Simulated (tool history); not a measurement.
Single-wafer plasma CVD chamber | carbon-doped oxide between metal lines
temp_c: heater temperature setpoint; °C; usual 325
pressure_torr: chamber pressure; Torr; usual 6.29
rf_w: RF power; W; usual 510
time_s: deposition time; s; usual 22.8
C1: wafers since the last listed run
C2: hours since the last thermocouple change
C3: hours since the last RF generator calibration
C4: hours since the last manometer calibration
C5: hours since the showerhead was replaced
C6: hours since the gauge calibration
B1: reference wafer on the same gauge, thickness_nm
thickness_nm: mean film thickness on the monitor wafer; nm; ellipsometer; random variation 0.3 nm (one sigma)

Run 1, hour 0: usual settings; C1 0; C2 800.8; C3 821.7; C4 958.5; C5 5797; C6 851.5; B1 145.976. Result: thickness_nm 124.202 nm.
Run 2, hour 68.2: usual settings; C1 2327; C2 869; C3 889.9; C4 1026.7; C5 5865.2; C6 919.7; B1 145.999. Result: thickness_nm 123.94 nm.
At hour 76.2: RF generator calibrated.
Run 3, hour 387.8: usual settings; C1 10634; C2 1188.6; C3 311.6; C4 1346.3; C5 6184.8; C6 1239.3; B1 145.976. Result: thickness_nm 119.688 nm.
Run 4, hour 505.8: usual settings; C1 4027; C2 1306.6; C3 429.6; C4 1464.3; C5 6302.8; C6 1357.3; B1 146.032. Result: thickness_nm 119.066 nm.
At hour 532.5: RF generator calibrated, repeated, since the last time left the tool worse.
Run 5, hour 549.9: usual settings; C1 1232; C2 1350.7; C3 17.4; C4 1508.4; C5 6346.9; C6 1401.4; B1 145.978. Result: thickness_nm 127.692 nm.
Run 6, hour 697.5: usual settings; C1 5037; C2 1498.3; C3 165; C4 1656; C5 6494.5; C6 1549; B1 145.984. Result: thickness_nm 127.103 nm.
Run 7, hour 756.1: usual settings but rf_w 570 W; C1 1999; C2 1556.9; C3 223.6; C4 1714.6; C5 6553.1; C6 1607.6; B1 145.977. Result: thickness_nm 136.206 nm.
At hour 772.7: gauge calibrated.
Run 8, hour 824.1: usual settings but rf_w 570 W; C1 2320; C2 1624.9; C3 291.6; C4 1782.6; C5 6621.1; C6 51.4; B1 145.995. Result: thickness_nm 135.877 nm.
At hour 1142.2: capacitance manometer re-zeroed and calibrated.
Run 9, hour 1146.7: usual settings but rf_w 570 W; C1 10736; C2 1947.5; C3 614.2; C4 4.5; C5 6943.7; C6 374; B1 146.056. Result: thickness_nm 134.156 nm.
Run 10, hour 1185.4: usual settings but temp_c 318 °C, rf_w 605 W; C1 1320; C2 1986.2; C3 652.9; C4 43.2; C5 6982.4; C6 412.7; B1 146.013. Result: thickness_nm 144.127 nm.
Run 11, hour 1243.5: usual settings; C1 1982; C2 2044.3; C3 711; C4 101.3; C5 7040.5; C6 470.8; B1 146.005. Result: thickness_nm 124.995 nm.
At hour 1263.4: RF generator calibrated.
Run 12, hour 1316.5: usual settings but temp_c 337 °C, pressure_torr 7.37 Torr, rf_w 590 W, time_s 19.9 s; C1 2218; C2 2117.3; C3 53.1; C4 174.3; C5 7113.5; C6 543.8; B1 145.975. Result: thickness_nm 117.61 nm.
Run 13, hour 1382: usual settings; C1 2235; C2 2182.8; C3 118.6; C4 239.8; C5 7179; C6 609.3; B1 145.97. Result: thickness_nm 126.991 nm.
Run 14, hour 1426: usual settings but temp_c 317 °C, rf_w 610 W, time_s 19.2 s; C1 1501; C2 2226.8; C3 162.6; C4 283.8; C5 7223; C6 653.3; B1 145.988. Result: thickness_nm 125.069 nm.
Run 15, hour 1477: usual settings but time_s 27.3 s; C1 1740; C2 2277.8; C3 213.6; C4 334.8; C5 7274; C6 704.3; B1 145.943. Result: thickness_nm 150.9 nm.
Run 16, hour 1518.9: usual settings but pressure_torr 6.79 Torr, rf_w 410 W, time_s 27.1 s; C1 1429; C2 2319.7; C3 255.5; C4 376.7; C5 7315.9; C6 746.2; B1 145.952. Result: thickness_nm 127.665 nm.
Run 17, hour 1616.1: usual settings but time_s 21 s; C1 3317; C2 2416.9; C3 352.7; C4 473.9; C5 7413.1; C6 843.4; B1 145.953. Result: thickness_nm 116.074 nm.
Run 18, hour 1690.5: usual settings but temp_c 340 °C; C1 2539; C2 2491.3; C3 427.1; C4 548.3; C5 7487.5; C6 917.8; B1 146.001. Result: thickness_nm 118.173 nm.
At hour 1732.5: thermocouple changed; heater temperature recalibrated.
Run 19, hour 1737: usual settings but temp_c 337 °C, rf_w 550 W; C1 1313; C2 4.5; C3 473.6; C4 594.8; C5 7534; C6 964.3; B1 146.039. Result: thickness_nm 125.551 nm.
Run 20, hour 1795.6: usual settings but temp_c 315 °C, rf_w 585 W; C1 1999; C2 63.1; C3 532.2; C4 653.4; C5 7592.6; C6 1022.9; B1 145.988. Result: thickness_nm 143.25 nm.
At hour 1845.6: showerhead replaced.
Run 21, hour 1891.1: usual settings but pressure_torr 5.76 Torr, rf_w 550 W, time_s 21 s; C1 2986; C2 158.6; C3 627.7; C4 748.9; C5 45.5; C6 1118.4; B1 146.05. Result: thickness_nm 119.917 nm.
Run 22, hour 1934.2: usual settings; C1 1470; C2 201.7; C3 670.8; C4 792; C5 88.6; C6 1161.5; B1 145.986. Result: thickness_nm 124.241 nm.
At hour 1981.1: RF generator calibrated.
Run 23, hour 1988.3: usual settings but temp_c 320 °C, pressure_torr 7.86 Torr, rf_w 580 W, time_s 24.9 s; C1 1573; C2 255.8; C3 7.2; C4 846.1; C5 142.7; C6 1215.6; B1 145.93. Result: thickness_nm 157.294 nm.
Run 24, hour 2087.2: usual settings; C1 3375; C2 354.7; C3 106.1; C4 945; C5 241.6; C6 1314.5; B1 145.985. Result: thickness_nm 127.066 nm.
Run 25, hour 2194.7: usual settings but temp_c 318 °C, pressure_torr 4.93 Torr; C1 3668; C2 462.2; C3 213.6; C4 1052.5; C5 349.1; C6 1422; B1 145.93. Result: thickness_nm 127.217 nm.
Run 26, hour 2287: usual settings but temp_c 331 °C, rf_w 475 W, time_s 25.1 s; C1 3149; C2 554.5; C3 305.9; C4 1144.8; C5 441.4; C6 1514.3; B1 146.074. Result: thickness_nm 128.918 nm.
Run 27, hour 2363.7: usual settings but temp_c 330 °C; C1 2617; C2 631.2; C3 382.6; C4 1221.5; C5 518.1; C6 1591; B1 145.908. Result: thickness_nm 122.778 nm.
Run 28, hour 2465.1: usual settings but time_s 21.3 s; C1 3460; C2 732.6; C3 484; C4 1322.9; C5 619.5; C6 1692.4; B1 146.012. Result: thickness_nm 117.265 nm.
Run 29, hour 2543.6: usual settings but rf_w 425 W; C1 2679; C2 811.1; C3 562.5; C4 1401.4; C5 698; C6 1770.9; B1 145.999. Result: thickness_nm 109.792 nm.

Hidden state or all else? Some run-to-run changes of thickness_nm, split into what the settings, what came in and random variation would give without the hidden state, and what is left for the hidden state (with any gauge scatter that isn't in both results):
The hidden state here: wafer temperature above the value expected at the setpoint (K); delivered RF power above the setpoint (%); true pressure above the setpoint (%); gauge reads high (%).
Run 2 -> 3: RF generator calibrated. thickness_nm -4.252 nm: hidden state -4.554, all else +0.302.
Run 4 -> 5: RF generator calibrated, repeated, since the last time left the tool worse. thickness_nm +8.626 nm: hidden state +8.687, all else -0.061.
Run 22 -> 23: temp_c 325 -> 320, pressure_torr 6.29 -> 7.86, rf_w 510 -> 580, time_s 22.8 -> 24.9, RF generator calibrated. thickness_nm +33.053 nm: hidden state +2.559, all else +30.494.
Run 23 -> 24: temp_c 320 -> 325, pressure_torr 7.86 -> 6.29, rf_w 580 -> 510, time_s 24.9 -> 22.8. thickness_nm -30.228 nm: hidden state -0.304, all else -29.924.
